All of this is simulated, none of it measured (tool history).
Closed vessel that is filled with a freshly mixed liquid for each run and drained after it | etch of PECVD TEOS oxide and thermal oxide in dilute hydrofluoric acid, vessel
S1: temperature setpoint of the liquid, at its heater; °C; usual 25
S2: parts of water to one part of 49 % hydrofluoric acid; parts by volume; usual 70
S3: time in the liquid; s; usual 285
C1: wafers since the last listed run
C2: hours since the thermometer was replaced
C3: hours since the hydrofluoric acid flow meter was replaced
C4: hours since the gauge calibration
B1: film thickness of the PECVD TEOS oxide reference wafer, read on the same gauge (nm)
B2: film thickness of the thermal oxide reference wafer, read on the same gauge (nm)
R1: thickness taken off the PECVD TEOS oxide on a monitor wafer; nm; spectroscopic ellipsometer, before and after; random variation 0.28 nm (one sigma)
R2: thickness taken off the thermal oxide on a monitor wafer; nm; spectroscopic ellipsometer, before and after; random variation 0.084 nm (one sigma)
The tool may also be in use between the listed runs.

run   hour    S1   S2   S3    C1      C2      C3     C4     B1      B2      R1     R2
  1      0    25   70  155     0  1560.8  2080.6  386.8     40  119.99   18.27   9.74
  2   13.6    25   70  285   701  1574.4  2094.2  400.4     40     120   33.54  17.96
      20.8  -- thermometer replaced
  3   27.1    25   70  285   644     6.3  2107.7  413.9     40     120   37.13  19.86
  4     44    25   70  285   871    23.2  2124.6  430.8  39.98  120.01   37.07  19.87
  5   56.7    25   70  285   654    35.9  2137.3  443.5     40  120.01   37.06  19.67
      63.5  -- gauge calibrated
  6   73.2    29   70  375   850    52.4  2153.8    9.7  40.01  119.95   57.09  30.16
  7   86.1    23   70  380   664    65.3  2166.7   22.6  39.98  120.05   44.69  24.09
  8   94.6  29.5   80  425   438    73.8  2175.2   31.1     40  119.99    55.5  29.98
  9  103.1    27   50  285   438    82.3  2183.7   39.6     40  120.02   57.27  30.66
 10  115.2    27   70  150   623    94.4  2195.8   51.7  39.99  119.98    20.8  11.17
 11  130.2    25   70  285   773   109.4  2210.8   66.7  39.99  120.02   36.69  19.52
 12  147.7    30   45  390   902   126.9  2228.3   84.2  39.98  120.01   98.75   52.7
 13  158.5    22   60  375   556   137.7  2239.1     95  39.97  119.99   50.12  26.99
 14  172.9    22   85  370   742   152.1  2253.5  109.4  40.01  120.05    33.9  18.03
 15  221.5    25   80  285  2505   200.7  2302.1    158     40  119.99   31.45  16.71
 16  237.8    25   35  430   840     217  2318.4  174.3     40  120.02  116.46  61.27
     243.6  -- hydrofluoric acid flow meter replaced
 17  248.5  22.5   40  440   500   227.7     4.9    185  39.98  119.99  104.61  55.69
 18  256.1    25   70  285   391   235.3    12.5  192.6  40.01  119.96   41.47  22.17
 19  264.5    25   70  285   433   243.7    20.9    201  39.98  119.98   41.53  22.03
 20  292.7  27.5   90  120  1453   271.9    49.1  229.2  39.96     120   14.48   7.74
 21  307.4    25   70  285   757   286.6    63.8  243.9  40.02  119.99   41.28  21.98
 22  316.8    25  100  230   484     296    73.2  253.3     40  119.99   22.32  11.82
 23  326.3    25   70  430   489   305.5    82.7  262.8  40.02  120.01   61.72  32.89
 24  335.3    25   70  285   463   314.5    91.7  271.8  39.98  119.97   40.91   21.8
 25  342.4    22   85  370   366   321.6    98.8  278.9  40.03  119.98   37.89  20.22
 26  360.1    22   95  420   912   339.3   116.5  296.6  40.04  119.99   37.58  20.18
 27  375.8    25   50  285   809     355   132.2  312.3  40.01  119.98   58.19  31.11

3 ways to go on from here, each from the tool as it stands after run 27. What would each give?
  A  376.5    25   70  335  36  355.7  132.9  313   ?   ?   ?   ?
  B  376.5    28  100  285  36  355.7  132.9  313   ?   ?   ?   ?
  C  376.5  20.5   70  220  36  355.7  132.9  313   ?   ?   ?   ?

run     B1      B2     R1     R2
  A  40.02  120.02  47.11  25.49
  B  40.02  120.02  30.34  16.42
  C  40.02  120.02  25.71  13.91
Without the tool's hidden state the same runs would have given:
run     R1     R2
  A  49.31  26.68
  B  31.73  17.17
  C  26.93  14.57
